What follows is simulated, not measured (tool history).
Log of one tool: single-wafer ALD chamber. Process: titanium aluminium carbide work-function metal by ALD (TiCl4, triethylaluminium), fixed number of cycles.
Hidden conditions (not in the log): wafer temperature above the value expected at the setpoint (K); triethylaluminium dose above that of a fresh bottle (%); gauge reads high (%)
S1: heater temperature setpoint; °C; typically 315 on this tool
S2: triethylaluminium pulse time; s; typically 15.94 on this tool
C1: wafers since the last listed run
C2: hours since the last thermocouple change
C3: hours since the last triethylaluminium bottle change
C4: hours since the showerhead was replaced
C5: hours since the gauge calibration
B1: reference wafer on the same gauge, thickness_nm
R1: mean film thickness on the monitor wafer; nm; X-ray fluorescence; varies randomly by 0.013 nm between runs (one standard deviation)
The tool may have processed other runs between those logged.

run   hour   S1     S2   C1      C2     C3      C4     C5     B1     R1
  1      0  315  15.94    0  1236.1  698.7  5718.8  802.5  2.707  2.312
      37.1  -- gauge calibrated
  2   63.9  308  17.85  692    1300  762.6  5782.7   26.8  2.625  2.164
  3  119.1  308  17.85  598  1355.2  817.8  5837.9     82  2.618  2.176
     139.5  -- triethylaluminium bottle replaced
  4  149.1  308  17.85  238  1385.2    9.6  5867.9    112  2.621  2.191
  5  188.9  315  15.94  431    1425   49.4  5907.7  151.8  2.618  2.246
  6    248  315  15.94  640  1484.1  108.5  5966.8  210.9  2.631  2.267
  7  315.3  315  15.94  729  1551.4  175.8  6034.1  278.2   2.63  2.255
  8  371.8  315  15.94  612  1607.9  232.3  6090.6  334.7  2.633  2.252
  9  432.9  315  15.94  661    1669  293.4  6151.7  395.8  2.641  2.229
 10  478.5  315  15.94  494  1714.6    339  6197.3  441.4  2.651  2.237
     525.4  -- thermocouple changed; heater temperature recalibrated
 11  538.2  315  15.94  560    12.8  398.7    6257  501.1  2.648  2.248
 12  600.1  315  11.93  670    74.7  460.6  6318.9    563  2.659  2.273
 13  634.2  315  15.94  369   108.8  494.7    6353  597.1  2.662  2.276
 14  683.6  330  22.18  535   158.2  544.1  6402.4  646.5  2.675  2.421
 15  748.5  305  10.33  703   223.1    609  6467.3  711.4  2.689  2.178
     763.2  -- gauge calibrated
     795.5  -- showerhead replaced
 16  807.8  315  15.94  555   282.4  668.3    12.3   44.6  2.634  2.244
 17    870  315  15.94  673   344.6  730.5    74.5  106.8   2.64  2.276
     881.2  -- triethylaluminium bottle replaced
 18  907.3  310   20.1  317   381.9   26.1   111.8  144.1  2.637  2.211

Run 19, settings as shown, results not yet in. Your forecast:
 19  973.3  326  21.75  715  447.9  92.1  177.8  210.1   ?   ?

{"run 19": {"B1": 2.635, "R1": 2.347}}
Take away the tool's hidden state, keep the run-to-run variation as it was, and the same run would have given R1 2.341 nm.

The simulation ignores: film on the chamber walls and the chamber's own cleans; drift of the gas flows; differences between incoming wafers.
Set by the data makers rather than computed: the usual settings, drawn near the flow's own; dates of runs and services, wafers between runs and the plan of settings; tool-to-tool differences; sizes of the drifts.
